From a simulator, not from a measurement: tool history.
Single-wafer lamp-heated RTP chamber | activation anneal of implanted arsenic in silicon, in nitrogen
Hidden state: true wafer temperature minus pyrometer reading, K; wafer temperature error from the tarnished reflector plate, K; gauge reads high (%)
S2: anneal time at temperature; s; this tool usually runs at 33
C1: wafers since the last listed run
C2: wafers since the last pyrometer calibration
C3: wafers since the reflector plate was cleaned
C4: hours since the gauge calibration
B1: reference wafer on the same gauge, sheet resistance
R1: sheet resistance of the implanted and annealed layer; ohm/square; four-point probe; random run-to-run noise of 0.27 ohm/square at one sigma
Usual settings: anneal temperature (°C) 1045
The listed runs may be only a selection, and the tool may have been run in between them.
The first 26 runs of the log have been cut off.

run 27 day=32.175 | anneal_temperature_(°C)=1072 S2=17 | C1=177 C2=871 C3=2536 C4=71.8 | B1=206.98 | R1=178.03
run 28 day=33.021 | anneal_temperature_(°C)=1045 S2=46 | C1=248 C2=1120 C3=2785 C4=92.1 | B1=206.82 | R1=174.15
run 29 day=33.767 | anneal_temperature_(°C)=1062 S2=52 | C1=219 C2=1339 C3=3005 C4=110.0 | B1=207.02 | R1=169.51
run 30 day=34.892 | anneal_temperature_(°C)=1017 S2=49 | C1=330 C2=1670 C3=3336 C4=137.0 | B1=206.92 | R1=178.88
run 31 day=35.742 | anneal_temperature_(°C)=1029 S2=13 | C1=250 C2=1920 C3=3586 C4=157.4 | B1=206.93 | R1=185.89
run 32 day=36.588 | anneal_temperature_(°C)=1035 S2=52 | C1=248 C2=2169 C3=3834 C4=177.7 | B1=206.86 | R1=174.61
run 33 day=37.992 | anneal_temperature_(°C)=1025 S2=52 | C1=413 C2=2582 C3=4247 C4=211.4 | B1=207.07 | R1=177.11
run 34 day=39.000 | anneal_temperature_(°C)=1045 S2=33 | C1=296 C2=2879 C3=4544 C4=235.6 | B1=207.00 | R1=176.19
run 35 day=40.483 | anneal_temperature_(°C)=1056 S2=19 | C1=436 C2=3315 C3=4980 C4=271.2 | B1=206.99 | R1=179.08
run 36 day=41.850 | anneal_temperature_(°C)=1059 S2=24 | C1=402 C2=3717 C3=5383 C4=304.0 | B1=207.13 | R1=175.96

What if the next run were any one of these 5? Each begins from the tool's condition after run 36:
run A day=41.867 | anneal_temperature_(°C)=1045 S2=33 | C1=4 C2=3722 C3=5387 C4=304.4 | B1=? | R1=?
run B day=41.867 | anneal_temperature_(°C)=1034 S2=44 | C1=4 C2=3722 C3=5387 C4=304.4 | B1=? | R1=?
run C day=41.867 | anneal_temperature_(°C)=1057 S2=22 | C1=4 C2=3722 C3=5387 C4=304.4 | B1=? | R1=?
run D day=41.867 | anneal_temperature_(°C)=1018 S2=47 | C1=4 C2=3722 C3=5387 C4=304.4 | B1=? | R1=?
run E day=41.867 | anneal_temperature_(°C)=1059 S2=45 | C1=4 C2=3722 C3=5387 C4=304.4 | B1=? | R1=?

run=A B1=207.04 R1=175.98
run=B B1=207.04 R1=175.66
run=C B1=207.04 R1=177.17
run=D B1=207.04 R1=178.24
run=E B1=207.04 R1=170.39
The same runs, with their run-to-run variation unchanged, on a tool lacking any hidden condition would have given:
run=A R1=178.73
run=B R1=178.48
run=C R1=179.79
run=D R1=180.91
run=E R1=173.35
